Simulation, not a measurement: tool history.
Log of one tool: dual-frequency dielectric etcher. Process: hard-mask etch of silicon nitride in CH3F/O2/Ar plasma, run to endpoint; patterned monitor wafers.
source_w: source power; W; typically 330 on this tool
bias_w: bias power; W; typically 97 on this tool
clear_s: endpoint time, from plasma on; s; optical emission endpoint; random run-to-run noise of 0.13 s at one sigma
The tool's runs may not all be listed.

| run | hour | source_w | bias_w | wafers since the last listed run | hours since the last wet clean | hours since the last source power generator calibration | hours since the last bias power generator calibration | hours since the last upper electrode change | incoming incoming film thickness, nm | clear_s |
|---|---|---|---|---|---|---|---|---|---|---|
| 1 | 0.0 | 330 | 78 | 0 | 363.5 | 4208.6 | 2148.9 | 5075.3 | 31.63 | 45.7 |
| 2 | 29.0 | 330 | 97 | 340 | 392.5 | 4237.6 | 2177.9 | 5104.3 | 31.45 | 43.1 |
| 3 | 61.8 | 330 | 97 | 384 | 425.3 | 4270.4 | 2210.7 | 5137.1 | 31.73 | 43.5 |
| 4 | 93.2 | 330 | 97 | 368 | 456.7 | 4301.8 | 2242.1 | 5168.5 | 31.93 | 44.0 |
| 5 | 118.1 | 370 | 97 | 292 | 481.6 | 4326.7 | 2267.0 | 5193.4 | 31.73 | 42.5 |
| 6 | 143.4 | 370 | 97 | 296 | 506.9 | 4352.0 | 2292.3 | 5218.7 | 32.01 | 42.6 |
| 7 | 164.9 | 370 | 97 | 252 | 528.4 | 4373.5 | 2313.8 | 5240.2 | 31.57 | 42.4 |
|  | 216.2 | wet clean of the chamber |
|  | 248.8 | upper electrode replaced |
| 8 | 249.3 | 330 | 97 | 427 | 33.1 | 4457.9 | 2398.2 | 0.5 | 31.67 | 42.9 |
| 9 | 257.9 | 330 | 97 | 100 | 41.7 | 4466.5 | 2406.8 | 9.1 | 31.51 | 42.6 |
| 10 | 279.0 | 310 | 97 | 247 | 62.8 | 4487.6 | 2427.9 | 30.2 | 31.84 | 43.8 |
| 11 | 298.1 | 310 | 97 | 224 | 81.9 | 4506.7 | 2447.0 | 49.3 | 31.71 | 43.7 |
| 12 | 325.5 | 330 | 97 | 321 | 109.3 | 4534.1 | 2474.4 | 76.7 | 31.64 | 43.1 |
| 13 | 352.4 | 360 | 84 | 315 | 136.2 | 4561.0 | 2501.3 | 103.6 | 31.71 | 43.7 |
|  | 356.6 | source power generator calibrated |
| 14 | 387.6 | 350 | 90 | 366 | 171.4 | 31.0 | 2536.5 | 138.8 | 31.74 | 43.5 |
| 15 | 401.6 | 370 | 88 | 164 | 185.4 | 45.0 | 2550.5 | 152.8 | 32.01 | 43.4 |
| 16 | 429.1 | 330 | 97 | 322 | 212.9 | 72.5 | 2578.0 | 180.3 | 31.66 | 43.2 |
| 17 | 462.1 | 390 | 113 | 387 | 245.9 | 105.5 | 2611.0 | 213.3 | 31.88 | 40.0 |
| 18 | 490.9 | 400 | 107 | 337 | 274.7 | 134.3 | 2639.8 | 242.1 | 31.59 | 39.7 |
|  | 506.2 | bias power generator calibrated |
| 19 | 519.8 | 360 | 114 | 292 | 303.6 | 163.2 | 13.6 | 271.0 | 31.88 | 40.8 |
| 20 | 551.6 | 330 | 97 | 373 | 335.4 | 195.0 | 45.4 | 302.8 | 31.85 | 43.5 |
| 21 | 578.2 | 360 | 89 | 312 | 362.0 | 221.6 | 72.0 | 329.4 | 31.64 | 43.2 |
| 22 | 611.4 | 280 | 89 | 389 | 395.2 | 254.8 | 105.2 | 362.6 | 31.50 | 45.8 |
| 23 | 629.9 | 330 | 97 | 217 | 413.7 | 273.3 | 123.7 | 381.1 | 31.74 | 43.5 |
| 24 | 717.6 | 330 | 97 | 1029 | 501.4 | 361.0 | 211.4 | 468.8 | 31.96 | 43.8 |

What differs in the tool's unlogged condition from the final listed run ahead of each entry between runs to the first listed run following it?
After run 7, before run 8: wet clean of the chamber (hour 216.2); upper electrode replaced (hour 248.8)
  etch rate over this chamber's usual, %: -1.3 -> 0.158
  difference, measured minus the result without the unlogged condition, clear_s: +0.6 -> +0.0 s
After run 13, before run 14: source power generator calibrated (hour 356.6)
  etch rate over this chamber's usual, %: -0.105 -> -0.195
  difference, measured minus the result without the unlogged condition, clear_s: +0.0 -> +0.0 s
After run 18, before run 19: bias power generator calibrated (hour 506.2)
  etch rate over this chamber's usual, %: -0.458 -> -0.532
  difference, measured minus the result without the unlogged condition, clear_s: +0.1 -> +0.2 s

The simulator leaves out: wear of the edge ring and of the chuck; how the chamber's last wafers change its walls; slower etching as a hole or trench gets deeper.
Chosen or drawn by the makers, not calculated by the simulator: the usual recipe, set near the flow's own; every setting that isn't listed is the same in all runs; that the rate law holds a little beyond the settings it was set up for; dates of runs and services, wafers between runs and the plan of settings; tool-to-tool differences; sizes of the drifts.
